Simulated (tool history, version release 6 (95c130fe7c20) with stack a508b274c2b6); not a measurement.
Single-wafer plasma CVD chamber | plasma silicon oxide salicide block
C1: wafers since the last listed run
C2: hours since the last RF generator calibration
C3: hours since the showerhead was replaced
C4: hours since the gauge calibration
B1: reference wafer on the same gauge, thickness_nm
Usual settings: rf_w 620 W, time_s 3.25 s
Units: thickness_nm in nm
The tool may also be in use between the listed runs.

Run 1, day 0: usual settings but rf_w 540 W; C1 0; C2 1263.5; C3 3403.7; C4 229.7; B1 35.783. Result: thickness_nm 29.699 nm.
At day 1.071: gauge calibrated.
Run 2, day 1.667: usual settings but time_s 3.58 s; C1 845; C2 1303.5; C3 3443.7; C4 14.3; B1 35.785. Result: thickness_nm 34.201 nm.
Run 3, day 2.146: usual settings but time_s 3.58 s; C1 243; C2 1315; C3 3455.2; C4 25.8; B1 35.794. Result: thickness_nm 34.164 nm.
Run 4, day 2.617: usual settings but time_s 3.58 s; C1 238; C2 1326.3; C3 3466.5; C4 37.1; B1 35.763. Result: thickness_nm 34.168 nm.
Run 5, day 3.029: usual settings; C1 209; C2 1336.2; C3 3476.4; C4 47; B1 35.764. Result: thickness_nm 31.062 nm.
Run 6, day 3.429: usual settings; C1 202; C2 1345.8; C3 3486; C4 56.6; B1 35.83. Result: thickness_nm 31.062 nm.
Run 7, day 5.496: usual settings but time_s 3.69 s; C1 1048; C2 1395.4; C3 3535.6; C4 106.2; B1 35.834. Result: thickness_nm 35.158 nm.
Run 8, day 5.833: usual settings; C1 171; C2 1403.5; C3 3543.7; C4 114.3; B1 35.837. Result: thickness_nm 30.892 nm.
Run 9, day 7.254: usual settings; C1 720; C2 1437.6; C3 3577.8; C4 148.4; B1 35.78. Result: thickness_nm 30.905 nm.
At day 7.933: showerhead replaced.
Run 10, day 7.954: usual settings but rf_w 710 W, time_s 2.74 s; C1 185; C2 1454.4; C3 0.5; C4 165.2; B1 35.813. Result: thickness_nm 27.252 nm.
Run 11, day 8.283: usual settings but rf_w 710 W, time_s 2.74 s; C1 166; C2 1462.3; C3 8.4; C4 173.1; B1 35.777. Result: thickness_nm 27.066 nm.
Run 12, day 8.717: usual settings but rf_w 565 W, time_s 3.43 s; C1 219; C2 1472.7; C3 18.8; C4 183.5; B1 35.836. Result: thickness_nm 31.657 nm.
Run 13, day 9.429: usual settings; C1 361; C2 1489.8; C3 35.9; C4 200.6; B1 35.785. Result: thickness_nm 30.839 nm.
At day 9.754: gauge calibrated.
At day 11.275: RF generator calibrated.
Run 14, day 11.496: usual settings; C1 879; C2 5.3; C3 85.5; C4 41.8; B1 35.821. Result: thickness_nm 31.722 nm.
Run 15, day 11.838: usual settings but rf_w 690 W, time_s 3.5 s; C1 173; C2 13.5; C3 93.7; C4 50; B1 35.81. Result: thickness_nm 35.266 nm.
Run 16, day 12.433: usual settings; C1 302; C2 27.8; C3 108; C4 64.3; B1 35.799. Result: thickness_nm 31.78 nm.
Run 17, day 12.783: usual settings but rf_w 720 W, time_s 3.56 s; C1 177; C2 36.2; C3 116.4; C4 72.7; B1 35.817. Result: thickness_nm 36.424 nm.
Run 18, day 13.3: usual settings but rf_w 680 W, time_s 3.66 s; C1 262; C2 48.6; C3 128.8; C4 85.1; B1 35.796. Result: thickness_nm 36.799 nm.
Run 19, day 13.662: usual settings; C1 183; C2 57.3; C3 137.5; C4 93.8; B1 35.797. Result: thickness_nm 31.782 nm.
Run 20, day 14.342: usual settings but rf_w 685 W, time_s 2.69 s; C1 344; C2 73.6; C3 153.8; C4 110.1; B1 35.778. Result: thickness_nm 27.131 nm.
Run 21, day 14.775: usual settings but rf_w 665 W, time_s 2.92 s; C1 219; C2 84; C3 164.2; C4 120.5; B1 35.823. Result: thickness_nm 29.126 nm.
Run 22, day 15.175: usual settings but rf_w 685 W, time_s 3.7 s; C1 202; C2 93.6; C3 173.8; C4 130.1; B1 35.786. Result: thickness_nm 37.27 nm.
Run 23, day 15.746: usual settings but rf_w 690 W; C1 289; C2 107.3; C3 187.5; C4 143.8; B1 35.837. Result: thickness_nm 32.862 nm.
Run 24, day 16.367: usual settings but time_s 3.58 s; C1 314; C2 122.2; C3 202.4; C4 158.7; B1 35.808. Result: thickness_nm 35.016 nm.
Run 25, day 16.621: usual settings; C1 128; C2 128.3; C3 208.5; C4 164.8; B1 35.801. Result: thickness_nm 31.689 nm.
Run 26, day 16.942: usual settings but rf_w 555 W; C1 162; C2 136; C3 216.2; C4 172.5; B1 35.811. Result: thickness_nm 30.655 nm.
Run 27, day 17.662: usual settings; C1 365; C2 153.3; C3 233.5; C4 189.8; B1 35.8. Result: thickness_nm 31.647 nm.
Run 28, day 18.208: usual settings but rf_w 680 W, time_s 3.52 s; C1 276; C2 166.4; C3 246.6; C4 202.9; B1 35.797. Result: thickness_nm 35.347 nm.

3 ways to go on from here, each from the tool as it stands after run 28. What would each give?
Run A, day 18.225: usual settings; C1 8; C2 166.8; C3 247; C4 203.3; B1 ?. Result: thickness_nm ?.
Run B, day 18.225: usual settings but rf_w 730 W, time_s 3.65 s; C1 8; C2 166.8; C3 247; C4 203.3; B1 ?. Result: thickness_nm ?.
Run C, day 18.225: usual settings but rf_w 695 W, time_s 2.93 s; C1 8; C2 166.8; C3 247; C4 203.3; B1 ?. Result: thickness_nm ?.

run      B1  thickness_nm
  A  35.804        31.775
  B  35.804        37.538
  C  35.804        29.679
Without the tool's hidden state the same runs would have given:
run  thickness_nm
  A        31.932
  B        37.723
  C        29.826

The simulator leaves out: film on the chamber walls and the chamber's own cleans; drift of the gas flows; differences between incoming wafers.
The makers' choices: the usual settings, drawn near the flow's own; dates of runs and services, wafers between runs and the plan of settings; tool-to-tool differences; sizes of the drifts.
